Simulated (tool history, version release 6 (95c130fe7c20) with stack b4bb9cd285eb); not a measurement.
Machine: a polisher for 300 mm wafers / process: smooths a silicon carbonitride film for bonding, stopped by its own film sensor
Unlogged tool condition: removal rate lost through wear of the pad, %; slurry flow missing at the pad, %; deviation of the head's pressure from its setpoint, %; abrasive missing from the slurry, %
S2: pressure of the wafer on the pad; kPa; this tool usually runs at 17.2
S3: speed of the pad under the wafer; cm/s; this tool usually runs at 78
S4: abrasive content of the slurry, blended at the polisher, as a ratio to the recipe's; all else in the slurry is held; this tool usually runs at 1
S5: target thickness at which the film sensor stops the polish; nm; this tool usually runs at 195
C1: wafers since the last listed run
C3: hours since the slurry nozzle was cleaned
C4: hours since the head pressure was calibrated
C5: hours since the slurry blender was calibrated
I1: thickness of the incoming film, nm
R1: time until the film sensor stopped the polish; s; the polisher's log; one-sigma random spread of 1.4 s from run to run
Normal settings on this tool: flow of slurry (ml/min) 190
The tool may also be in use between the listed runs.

run 1 hour=0 | flow_of_slurry_(ml/min)=190 S2=17.2 S3=88 S4=1 S5=195 | C1=0 wafers_polished_on_this_pad=1901 C3=353.1 C4=745 C5=188.4 | I1=230.4 | R1=124.4
run 2 hour=18.3 | flow_of_slurry_(ml/min)=190 S2=17.2 S3=78 S4=1 S5=195 | C1=184 wafers_polished_on_this_pad=2085 C3=371.4 C4=763.3 C5=206.7 | I1=227 | R1=123.1
-- hour=35.8 worn pad replaced by a new one
run 3 hour=47.9 | flow_of_slurry_(ml/min)=190 S2=17.2 S3=78 S4=1 S5=195 | C1=257 wafers_polished_on_this_pad=121 C3=401 C4=792.9 C5=236.3 | I1=231.9 | R1=139.2
run 4 hour=79.5 | flow_of_slurry_(ml/min)=190 S2=17.2 S3=78 S4=1 S5=195 | C1=318 wafers_polished_on_this_pad=439 C3=432.6 C4=824.5 C5=267.9 | I1=231.8 | R1=139.1
run 5 hour=95.2 | flow_of_slurry_(ml/min)=190 S2=17.2 S3=78 S4=1 S5=195 | C1=158 wafers_polished_on_this_pad=597 C3=448.3 C4=840.2 C5=283.6 | I1=230.8 | R1=135.2
run 6 hour=117.7 | flow_of_slurry_(ml/min)=240 S2=17.2 S3=78 S4=1 S5=195 | C1=226 wafers_polished_on_this_pad=824 C3=470.8 C4=862.7 C5=306.1 | I1=228.9 | R1=125.4
run 7 hour=140.6 | flow_of_slurry_(ml/min)=240 S2=17.2 S3=78 S4=1 S5=195 | C1=230 wafers_polished_on_this_pad=1054 C3=493.7 C4=885.6 C5=329 | I1=230.6 | R1=133.7
-- hour=161.3 slurry blender recalibrated
run 8 hour=161.8 | flow_of_slurry_(ml/min)=190 S2=15.2 S3=78 S4=1 S5=195 | C1=193 wafers_polished_on_this_pad=1248 C3=514.9 C4=906.8 C5=0.5 | I1=227.9 | R1=144.5
run 9 hour=191.8 | flow_of_slurry_(ml/min)=190 S2=17.2 S3=78 S4=0.85 S5=195 | C1=302 wafers_polished_on_this_pad=1550 C3=544.9 C4=936.8 C5=30.5 | I1=227.7 | R1=136
run 10 hour=226.1 | flow_of_slurry_(ml/min)=190 S2=17.2 S3=78 S4=0.85 S5=195 | C1=345 wafers_polished_on_this_pad=1895 C3=579.2 C4=971.1 C5=64.8 | I1=234.2 | R1=161.4
run 11 hour=244.6 | flow_of_slurry_(ml/min)=190 S2=17.2 S3=78 S4=1 S5=195 | C1=186 wafers_polished_on_this_pad=2081 C3=597.7 C4=989.6 C5=83.3 | I1=231.3 | R1=137.3
run 12 hour=270.5 | flow_of_slurry_(ml/min)=190 S2=17.2 S3=78 S4=1 S5=195 | C1=260 wafers_polished_on_this_pad=2342 C3=623.6 C4=1015.5 C5=109.2 | I1=229 | R1=128.1
-- hour=275.6 worn pad replaced by a new one
run 13 hour=303.4 | flow_of_slurry_(ml/min)=190 S2=13.1 S3=56 S4=0.9 S5=195 | C1=290 wafers_polished_on_this_pad=279 C3=656.5 C4=1048.4 C5=142.1 | I1=226 | R1=204.8
run 14 hour=347.2 | flow_of_slurry_(ml/min)=190 S2=17.2 S3=78 S4=1.3 S5=195 | C1=441 wafers_polished_on_this_pad=720 C3=700.3 C4=1092.2 C5=185.9 | I1=229.5 | R1=114
run 15 hour=367 | flow_of_slurry_(ml/min)=190 S2=21.4 S3=90 S4=1.1 S5=204 | C1=199 wafers_polished_on_this_pad=920 C3=720.1 C4=1112 C5=205.7 | I1=230.5 | R1=70.9
-- hour=388 head pressure recalibrated
-- hour=440.5 slurry blender recalibrated
run 16 hour=458.4 | flow_of_slurry_(ml/min)=140 S2=17.2 S3=78 S4=1 S5=195 | C1=880 wafers_polished_on_this_pad=1800 C3=811.5 C4=70.4 C5=17.9 | I1=229.3 | R1=136.8
run 17 hour=489.4 | flow_of_slurry_(ml/min)=190 S2=22.8 S3=96 S4=1 S5=195 | C1=312 wafers_polished_on_this_pad=2112 C3=842.5 C4=101.4 C5=48.9 | I1=227.3 | R1=80.9
-- hour=511.3 worn pad replaced by a new one
-- hour=553 slurry nozzle cleaned
run 18 hour=565.1 | flow_of_slurry_(ml/min)=190 S2=22.1 S3=78 S4=1 S5=195 | C1=711 wafers_polished_on_this_pad=531 C3=12.1 C4=177.1 C5=124.6 | I1=230.2 | R1=102.9
run 19 hour=595.2 | flow_of_slurry_(ml/min)=190 S2=17.2 S3=78 S4=1 S5=195 | C1=303 wafers_polished_on_this_pad=834 C3=42.2 C4=207.2 C5=154.7 | I1=227.7 | R1=123.6
run 20 hour=667.3 | flow_of_slurry_(ml/min)=190 S2=13.1 S3=56 S4=0.9 S5=195 | C1=725 wafers_polished_on_this_pad=1560 C3=114.3 C4=279.3 C5=226.8 | I1=228 | R1=214.1
run 21 hour=688.3 | flow_of_slurry_(ml/min)=190 S2=17.2 S3=78 S4=1 S5=195 | C1=211 wafers_polished_on_this_pad=1771 C3=135.3 C4=300.3 C5=247.8 | I1=225.1 | R1=114.4
-- hour=718.3 slurry blender recalibrated
run 22 hour=720.1 | flow_of_slurry_(ml/min)=190 S2=17.2 S3=58 S4=1 S5=195 | C1=300 wafers_polished_on_this_pad=2071 C3=167.1 C4=332.1 C5=1.8 | I1=228.8 | R1=151.4
run 23 hour=738.1 | flow_of_slurry_(ml/min)=205 S2=22.1 S3=78 S4=0.9 S5=198 | C1=181 wafers_polished_on_this_pad=2253 C3=185.1 C4=350.1 C5=19.8 | I1=228.3 | R1=93.6

Run 24 comes next. What will it give?
-- hour=756.6 worn pad replaced by a new one
run 24 hour=767.5 | flow_of_slurry_(ml/min)=190 S2=13.1 S3=56 S4=0.9 S5=195 | C1=255 wafers_polished_on_this_pad=109 C3=214.5 C4=379.5 C5=49.2 | I1=230 | R1=?

R1: 227.6 s
With no hidden state in the tool, this same run would have given R1 227.6 s.

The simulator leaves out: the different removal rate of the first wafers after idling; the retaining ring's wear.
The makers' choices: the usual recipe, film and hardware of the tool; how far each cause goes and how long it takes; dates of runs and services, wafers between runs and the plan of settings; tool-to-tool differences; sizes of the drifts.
